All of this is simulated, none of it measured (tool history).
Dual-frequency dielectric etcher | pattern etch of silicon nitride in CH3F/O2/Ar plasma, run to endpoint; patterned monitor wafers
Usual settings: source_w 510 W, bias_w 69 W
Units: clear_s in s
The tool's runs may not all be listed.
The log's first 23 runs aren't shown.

run   hour  source_w  bias_w  incoming incoming film thickness, nm  clear_s
 24  358.3       470      86                                  58.3     78.4
 25  369.2       510      69                                    58     79.7
     401.3  -- wet clean of the chamber, repeated, since the last time left the tool worse
 26  401.8       550      69                                  58.5     70.7
 27  402.1       590      82                                  58.7     66.9
 28  406.6       510      56                                  57.8     76.5
 29  423.4       510      69                                  58.1     72.3
 30  436.6       510      69                                  57.9     73.5
 31  446.1       640      52                                  58.2     69.7
 32  455.5       470      55                                  58.3     79.9
 33  469.1       560      69                                  57.9     71.1
 34  479.7       590      69                                  58.5     69.8
 35  512.2       410      58                                    58     84.6

Forecast each of these 3 alternatives for the next run:
  A  512.6       510      69                                  57.9        ?
  B  512.6       570      69                                  57.9        ?
  C  512.6       380      58                                  57.9        ?

run  clear_s
  A     72.6
  B     69.1
  C       86
Without the tool's hidden state the same runs would have given:
run  clear_s
  A       72
  B     68.6
  C     85.3
